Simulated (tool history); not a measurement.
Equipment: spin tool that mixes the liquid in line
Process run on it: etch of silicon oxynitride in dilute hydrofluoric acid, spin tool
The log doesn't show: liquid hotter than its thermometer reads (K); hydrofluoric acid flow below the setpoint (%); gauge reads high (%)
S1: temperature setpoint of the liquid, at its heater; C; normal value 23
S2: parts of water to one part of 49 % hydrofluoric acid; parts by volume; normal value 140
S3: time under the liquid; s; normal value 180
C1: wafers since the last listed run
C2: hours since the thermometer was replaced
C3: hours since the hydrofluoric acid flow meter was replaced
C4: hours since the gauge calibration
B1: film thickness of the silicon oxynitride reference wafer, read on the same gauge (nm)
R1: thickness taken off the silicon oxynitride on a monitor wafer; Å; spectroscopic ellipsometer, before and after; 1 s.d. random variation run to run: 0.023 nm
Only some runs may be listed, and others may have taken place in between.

run    hour    S1   S2   S3    C1      C2     C3      C4       B1     R1
  1       0    23  140  180     0  1559.5  348.1   895.2  100.008  15.77
  2    44.9    23  140  180   363  1604.4    393   940.1   99.997  15.58
  3   108.8    23  140  180   517  1668.3  456.9    1004  100.012  15.36
      165.3  -- hydrofluoric acid flow meter replaced
  4   165.8    23  140  180   453  1725.3    0.5    1061   99.996  16.91
  5   208.2    23  140  180   343  1767.7   42.9  1103.4   99.991  16.28
  6   254.7  24.5  140  180   376  1814.2   89.4  1149.9   99.989  17.53
  7   322.4  24.5  140  180   547  1881.9  157.1  1217.6   99.998  17.79
  8   371.8    23  140  180   399  1931.3  206.5    1267   99.988  16.46
  9   416.2    23  140  180   359  1975.7  250.9  1311.4  100.007  15.82
 10   449.3    23  140  180   267  2008.8    284  1344.5  100.004  16.13
 11   495.5    23  140  260   373    2055  330.2  1390.7  100.012  22.85
 12   567.4    23  110  180   581  2126.9  402.1  1462.6    99.99  20.11
      582.9  -- gauge calibrated
 13   593.1    23  110  180   207  2152.6  427.8    10.2  100.004  20.05
 14   646.1    23  140  180   428  2205.6  480.8    63.2   99.993  15.31
 15   681.2    23  185  180   284  2240.7  515.9    98.3   100.01  10.99
 16   720.3    23  140  180   316  2279.8    555   137.4   99.993  15.26
      749.8  -- hydrofluoric acid flow meter replaced
 17   788.3    23  140  180   542  2347.8   38.5   205.4  100.001  16.76
      792.1  -- thermometer replaced
 18   824.5  21.5  140  180   284    32.4   74.7   241.6   99.995  14.25
 19   851.7    27  210  265   220    59.6  101.9   268.8  100.016  17.22
 20   989.8    23  140  180  1117   197.7    240   406.9  100.002  15.29
 21  1059.7  27.5   80  180   565   267.6  309.9   476.8   99.984  34.97
 22  1104.4  21.5  110  150   361   312.3  354.6   521.5   100.01  15.32
 23  1165.3    19   90   85   492   373.2  415.5   582.4  100.013   8.97
 24  1198.6    23  140  240   269   406.5  448.8   615.7  100.014  19.23
 25  1251.2    19  105  250   425   459.1  501.4   668.3   99.987   23.3
     1254.1  -- hydrofluoric acid flow meter replaced
 26  1309.5    25  170  260   463   517.4   55.4   726.6  100.004  20.07
 27  1496.4    23  140  115  1512   704.3  242.3   913.5   99.995     10
 28  1552.7  24.5  140  180   455   760.6  298.6   969.8   99.984  16.48
 29  1608.3  27.5   80   85   449   816.2  354.2  1025.4   99.983   16.6
 30  1645.3    23   80  180   299   853.2  391.2  1062.4  100.007  28.08
 31  1763.2    27  140  145   954   971.1  509.1  1180.3  100.012  14.59

Consider 4 possible next runs. They are alternatives, not a sequence: every one starts from the tool as it was left by run 31. What does each give?
  A  1763.7    23  140  180   4  971.6  509.6  1180.8   ?   ?
  B  1763.7  18.5  180  220   4  971.6  509.6  1180.8   ?   ?
  C  1763.7  19.5  160   75   4  971.6  509.6  1180.8   ?   ?
  D  1763.7    23  140   70   4  971.6  509.6  1180.8   ?   ?

run       B1     R1
  A  100.008  14.91
  B  100.008  11.16
  C  100.008   4.55
  D  100.008    5.8
What these runs would have given with no unlogged condition in the tool:
run     R1
  A  15.71
  B  11.75
  C   4.79
  D   6.11
